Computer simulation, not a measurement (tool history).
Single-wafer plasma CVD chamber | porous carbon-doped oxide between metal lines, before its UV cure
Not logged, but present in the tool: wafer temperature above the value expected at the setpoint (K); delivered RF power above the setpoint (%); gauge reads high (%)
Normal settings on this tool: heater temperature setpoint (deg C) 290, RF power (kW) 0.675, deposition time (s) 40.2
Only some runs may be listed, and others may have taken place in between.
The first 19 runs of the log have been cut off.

| run | hour | heater temperature setpoint (deg C) | RF power (kW) | deposition time (s) | wafers since the last listed run | hours since the last thermocouple change | hours since the last RF generator calibration | hours since the showerhead was replaced | hours since the gauge calibration | read-back reference wafer on the same gauge, thickness_nm | mean film thickness on the monitor wafer (Å) |
|---|---|---|---|---|---|---|---|---|---|---|---|
|  | 1523.5 | gauge calibrated |
| 20 | 1548.9 | 298 | 0.675 | 40.2 | 1047 | 697.1 | 621.4 | 5152.8 | 25.4 | 242.6 | 2782.78 |
| 21 | 1598.1 | 280 | 0.675 | 40.2 | 883 | 746.3 | 670.6 | 5202 | 74.6 | 242.645 | 3090.43 |
| 22 | 1667.2 | 290 | 0.77 | 44.7 | 1241 | 815.4 | 739.7 | 5271.1 | 143.7 | 243.077 | 3583.34 |
| 23 | 1768.2 | 278 | 0.715 | 36.6 | 1814 | 916.4 | 840.7 | 5372.1 | 244.7 | 243.154 | 2971.23 |
| 24 | 1808.3 | 290 | 0.675 | 42.6 | 720 | 956.5 | 880.8 | 5412.2 | 284.8 | 243.156 | 3086.23 |
|  | 1864.6 | showerhead replaced |
| 25 | 1916 | 299 | 0.675 | 40.2 | 1791 | 1064.2 | 988.5 | 51.4 | 392.5 | 242.597 | 2764.77 |
| 26 | 1978.2 | 300 | 0.675 | 33.2 | 1117 | 1126.4 | 1050.7 | 113.6 | 454.7 | 242.97 | 2275.42 |
| 27 | 2026.2 | 290 | 0.765 | 46 | 862 | 1174.4 | 1098.7 | 161.6 | 502.7 | 243.08 | 3613.29 |
| 28 | 2131.7 | 300 | 0.565 | 46.5 | 1895 | 1279.9 | 1204.2 | 267.1 | 608.2 | 242.773 | 2741.33 |
| 29 | 2181.2 | 297 | 0.675 | 40.2 | 889 | 1329.4 | 1253.7 | 316.6 | 657.7 | 242.903 | 2781.65 |
| 30 | 2263.9 | 279 | 0.72 | 40.2 | 1485 | 1412.1 | 1336.4 | 399.3 | 740.4 | 243.142 | 3218.12 |
| 31 | 2364.6 | 290 | 0.765 | 40.2 | 1809 | 1512.8 | 1437.1 | 500 | 841.1 | 242.609 | 3159.43 |
| 32 | 2450.2 | 278 | 0.585 | 35.6 | 1538 | 1598.4 | 1522.7 | 585.6 | 926.7 | 243.082 | 2423.94 |
| 33 | 2525.5 | 290 | 0.675 | 40.2 | 1352 | 1673.7 | 1598 | 660.9 | 1002 | 243.158 | 2849.6 |
|  | 2546.9 | RF generator calibrated |
| 34 | 2610.7 | 277 | 0.8 | 40.2 | 1387 | 1758.9 | 63.8 | 746.1 | 1087.2 | 243.369 | 3519.26 |

Below are 3 alternative next runs, each starting from the tool's condition after run 34. Predict each:
| A | 2611.1 | 290 | 0.675 | 40.2 | 7 | 1759.3 | 64.2 | 746.5 | 1087.6 | ? | ? |
| B | 2611.1 | 300 | 0.71 | 45.3 | 7 | 1759.3 | 64.2 | 746.5 | 1087.6 | ? | ? |
| C | 2611.1 | 290 | 0.675 | 46.8 | 7 | 1759.3 | 64.2 | 746.5 | 1087.6 | ? | ? |

| run | read-back reference wafer on the same gauge, thickness_nm | mean film thickness on the monitor wafer (Å) |
|---|---|---|
| A | 242.815 | 2871.87 |
| B | 242.815 | 3184.28 |
| C | 242.815 | 3331.57 |
Take away the tool's hidden state, keep each run's random variation, and the runs would have read:
| run | mean film thickness on the monitor wafer (Å) |
|---|---|
| A | 2955.67 |
| B | 3272.46 |
| C | 3428.79 |
